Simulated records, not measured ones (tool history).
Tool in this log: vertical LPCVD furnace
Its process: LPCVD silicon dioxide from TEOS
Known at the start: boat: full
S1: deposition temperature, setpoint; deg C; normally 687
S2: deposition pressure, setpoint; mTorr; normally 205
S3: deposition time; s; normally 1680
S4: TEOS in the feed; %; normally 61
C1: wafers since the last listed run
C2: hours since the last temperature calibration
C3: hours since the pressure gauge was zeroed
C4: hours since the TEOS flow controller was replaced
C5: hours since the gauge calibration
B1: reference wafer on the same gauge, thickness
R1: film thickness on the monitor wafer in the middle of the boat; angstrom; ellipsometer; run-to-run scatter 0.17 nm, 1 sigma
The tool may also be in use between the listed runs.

run,hour,S1,S2,S3,S4,C1,C2,C3,C4,C5,B1,R1
1,0.0,687,205,1680,55,0,2699.9,3303.7,4148.9,127.2,95.95,1175.8
2,16.9,687,205,1680,55,181,2716.8,3320.6,4165.8,144.1,95.97,1177.1
3,31.0,687,205,1680,55,151,2730.9,3334.7,4179.9,158.2,96.07,1175.5
4,41.3,695,205,1680,61,110,2741.2,3345.0,4190.2,168.5,95.99,1495.5
5,49.4,695,205,1680,61,87,2749.3,3353.1,4198.3,176.6,95.97,1497.2
6,65.6,687,190,1680,61,174,2765.5,3369.3,4214.5,192.8,96.03,1198.9
# hour 92.5: thermocouples replaced and temperature profile calibrated
7,93.0,687,205,1680,61,36,0.5,3396.7,4241.9,220.2,95.93,1142.1
8,96.7,687,205,1680,61,0,4.2,3400.4,4245.6,223.9,95.99,1144.2
# hour 106.6: gauge calibrated
# hour 117.0: pressure gauge zeroed
9,117.5,687,205,1680,61,5,25.0,0.5,4266.4,10.9,96.02,1145.3
10,121.2,687,205,1680,61,39,28.7,4.2,4270.1,14.6,95.95,1143.9
# hour 147.3: TEOS flow controller replaced
11,147.8,687,185,1680,49,27,55.3,30.8,0.5,41.2,96.04,976.5
12,151.6,687,205,1680,61,40,59.1,34.6,4.3,45.0,95.97,1147.4
13,155.3,687,205,1680,61,39,62.8,38.3,8.0,48.7,96.03,1149.3
14,171.8,692,205,1920,61,177,79.3,54.8,24.5,65.2,95.98,1476.6
15,178.9,687,250,1680,61,76,86.4,61.9,31.6,72.3,95.98,1268.5
16,189.8,693,205,1890,61,117,97.3,72.8,42.5,83.2,96.04,1491.6
17,200.5,687,230,1680,61,114,108.0,83.5,53.2,93.9,95.98,1215.6

What does the tool deliver on the next run?
18,206.6,676,205,1680,61,65,114.1,89.6,59.3,100.0,?,?

Logged for run 18: B1 96.02, R1 882.7 angstrom.
If the tool had no hidden condition, the same run with the same run-to-run variation would have returned R1 868.8 angstrom.
